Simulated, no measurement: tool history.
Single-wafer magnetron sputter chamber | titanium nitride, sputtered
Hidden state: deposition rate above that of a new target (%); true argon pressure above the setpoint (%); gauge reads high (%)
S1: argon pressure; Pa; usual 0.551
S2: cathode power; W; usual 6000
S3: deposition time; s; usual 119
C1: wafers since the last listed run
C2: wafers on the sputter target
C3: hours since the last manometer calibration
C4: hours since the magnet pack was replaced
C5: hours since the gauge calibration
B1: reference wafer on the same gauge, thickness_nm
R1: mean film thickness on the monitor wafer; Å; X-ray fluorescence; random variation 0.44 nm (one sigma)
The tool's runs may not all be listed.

run    hour     S1    S2   S3    C1    C2      C3      C4      C5       B1       R1
  1       0  0.551  6000  119     0   748  1413.7  4707.9     491  133.948  1201.26
  2    69.6  0.551  6000  119  1006  1754  1483.3  4777.5   560.6  133.972  1209.43
  3    95.3  0.641  6000  125   371  2126    1509  4803.2   586.3  134.076  1239.05
  4   155.8  0.641  6000  125   874  3001  1569.5  4863.7   646.8  134.045  1232.61
  5   217.1  0.407  6000  119   886  3887  1630.8    4925   708.1  133.973  1254.28
  6   241.5  0.407  6000  119   352  4240  1655.2  4949.4   732.5  134.058  1255.92
  7   283.5  0.407  6000  119   607  4847  1697.2  4991.4   774.5  133.897  1247.15
  8   325.4  0.551  6000  137   605  5453  1739.1  5033.3   816.4  133.886  1386.84
      379.3  -- sputter target and shields replaced
  9   379.8  0.551  6000  137   670     6  1793.5  5087.7   870.8  133.996   1389.2
 10   431.6  0.551  6900  119   749   755  1845.3  5139.5   922.6  134.133  1304.96
 11   541.2  0.551  6900  119  1584  2340  1954.9  5249.1  1032.2  134.018  1306.75
 12   586.6  0.551  6000  127   656  2996  2000.3  5294.5  1077.6   134.06  1292.39
      618.9  -- magnet pack replaced
      628.6  -- capacitance manometer re-zeroed and calibrated
 13   647.6  0.551  6000  127   650  3647      19    28.7  1138.6  133.991  1269.39
 14   704.8  0.551  6000  119   827  4474    76.2    85.9  1195.8  134.088  1181.03
 15     751  0.551  6000  119   668  5142   122.4   132.1    1242   133.87  1189.27
 16   779.6  0.551  6000  119   413  5556     151   160.7  1270.6  133.985  1183.77
      815.6  -- sputter target and shields replaced
 17   823.5  0.551  6000  119   519   113   194.9   204.6  1314.5  134.043  1184.68
 18   872.8  0.365  4550  132   712   826   244.2   253.9  1363.8  134.026   1208.1
 19   940.7  0.634  6400  119   981  1808   312.1   321.8  1431.7  134.084  1203.96
 20  1027.5  0.351  6000  139  1255  3063   398.9   408.6  1518.5  134.109  1471.83
 21  1078.7  0.445  7000  105   740  3803   450.1   459.8  1569.7  134.018  1179.33
 22    1137  0.551  6000  105   843  4646   508.4   518.1    1628  133.968  1048.19
 23  1180.4  0.551  6000  134   627  5274   551.8   561.5  1671.4  133.997  1333.69
 24    1209  0.551  6000  119   413  5687   580.4   590.1    1700   133.86  1197.94
 25    1246  0.484  6000  127   535  6222   617.4   627.1    1737  133.988  1294.98
 26  1290.7  0.351  6000  139   646  6869   662.1   671.8  1781.7  134.166  1469.67
     1296.2  -- gauge calibrated
 27  1326.8  0.439  5050  126   522  7391   698.2   707.9    30.6   134.06   1195.7
       1340  -- sputter target and shields replaced
 28  1362.7  0.551  6000  119   403   327   734.1   743.8    66.5  134.022  1194.11
 29  1404.7  0.394  6000   97   607   934   776.1   785.8   108.5  134.113   1021.5
 30  1458.1  0.333  6000   99   772  1707   829.5   839.2   161.9  133.974  1061.48
 31  1526.9  0.551  5200  136   994  2701   898.3     908   230.7  133.999  1273.68
 32  1597.6  0.339  7500  128  1022  3724     969   978.7   301.4  134.047  1543.96
 33  1627.9  0.551  6000  143   438  4162   999.3    1009   331.7  133.986  1427.84
     1790.3  -- sputter target and shields replaced
 34  1790.8  0.551  6000  119  2239     7  1162.2  1171.9   494.6  133.922  1194.43

3 ways to go on from here, each from the tool as it stands after run 34. What would each give?
  A  1791.2  0.551  6000  119   5  12  1162.6  1172.3  495   ?   ?
  B  1791.2  0.751  6000   99   5  12  1162.6  1172.3  495   ?   ?
  C  1791.2  0.551  6000  139   5  12  1162.6  1172.3  495   ?   ?

run       B1       R1
  A  134.079  1203.83
  B  134.079   949.89
  C  134.079  1406.16
Without the tool's hidden state the same runs would have given:
run       R1
  A  1187.05
  B   933.22
  C  1386.55
